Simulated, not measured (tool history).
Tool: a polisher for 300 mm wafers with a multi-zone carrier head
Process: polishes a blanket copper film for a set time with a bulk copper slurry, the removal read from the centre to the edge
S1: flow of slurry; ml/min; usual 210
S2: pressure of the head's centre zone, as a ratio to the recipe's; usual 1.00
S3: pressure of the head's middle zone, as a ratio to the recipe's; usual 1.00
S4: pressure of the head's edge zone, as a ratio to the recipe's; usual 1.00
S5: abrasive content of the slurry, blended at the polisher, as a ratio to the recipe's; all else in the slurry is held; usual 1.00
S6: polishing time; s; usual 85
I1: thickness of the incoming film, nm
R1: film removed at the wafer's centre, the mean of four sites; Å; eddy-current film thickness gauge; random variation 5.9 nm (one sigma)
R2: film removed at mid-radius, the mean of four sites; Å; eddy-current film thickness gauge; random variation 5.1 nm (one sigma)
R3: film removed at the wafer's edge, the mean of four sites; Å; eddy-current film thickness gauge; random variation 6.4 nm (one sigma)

run   hour   S1    S2    S3    S4    S5   S6      I1    R1    R2    R3
  1    0.0  160  0.93  1.00  1.09  1.00   85  2085.0  3566  3897  4209
  2   12.8  145  1.00  1.00  1.08  1.00   85  2035.2  3672  3808  4124
  3   28.1  210  1.00  1.00  1.00  1.00   85  2042.9  4060  4051  4147
  4   44.6  210  1.00  1.00  1.00  1.25   85  2090.0  4306  4249  4290
  5   54.8  265  0.89  0.95  1.00  1.00   85  2082.7  3663  4021  4123
  6   62.7  140  1.00  0.93  1.00  1.00   85  2065.9  3607  3581  3783
  7   74.6  210  1.00  1.00  0.88  1.00   85  2074.1  3934  3919  3676
  8   85.2  245  0.89  1.00  1.00  1.00   85  2078.0  3595  4042  4022
      97.8  -- worn pad replaced by a new one
  9   98.3  210  1.11  0.94  1.00  1.00   85  2072.4  4695  4202  4357
 10  100.8  210  1.00  1.00  1.00  1.00   85  2044.5  4272  4276  4317
 11  116.2  210  0.97  1.00  1.00  1.00   85  2088.7  4182  4179  4228
 12  127.1  210  1.00  1.00  1.11  1.00  103  2073.8  5256  5025  5500
 13  141.4  275  1.05  1.00  0.95  1.10   85  2055.1  4668  4413  4336
 14  157.7  210  1.00  1.00  1.00  1.00   85  2039.3  4146  4160  4266
 15  171.4  210  1.00  1.00  1.07  0.85   85  2085.3  4023  4061  4192
 16  181.4  210  1.00  1.00  1.00  1.00   69  2061.4  3394  3317  3370
 17  189.1  210  1.00  1.00  1.00  1.00   85  2056.3  4094  4073  4060
 18  199.6  265  1.08  1.00  1.00  1.20   85  2068.5  4705  4349  4432
 19  216.1  210  1.00  1.04  1.00  1.00   85  2047.9  4064  4141  4102
     225.8  -- slurry nozzle cleaned
 20  228.1  170  1.00  1.00  0.90  1.00  103  2038.5  4765  4759  4606
 21  242.6  210  1.00  1.00  1.00  1.00   85  2092.3  4059  4022  4112

Forecast each of these 5 alternatives for the next run:
  A  243.0  210  1.00  1.00  1.00  1.00  85  2103.0   ?   ?   ?
  B  243.0  240  1.00  1.00  0.97  1.10  85  2103.0   ?   ?   ?
  C  243.0  180  1.00  0.96  1.00  1.00  85  2103.0   ?   ?   ?
  D  243.0  190  1.07  1.00  0.94  0.85  85  2103.0   ?   ?   ?
  E  243.0  165  1.00  1.03  1.00  1.00  85  2103.0   ?   ?   ?

run    R1    R2    R3
  A  3993  4021  3962
  B  4161  4182  4041
  C  3880  3846  3890
  D  4038  3823  3674
  E  3810  3910  3841
Without the tool's hidden state the same runs would have given:
run    R1    R2    R3
  A  4246  4329  4265
  B  4425  4502  4350
  C  4126  4141  4187
  D  4295  4116  3955
  E  4051  4209  4134
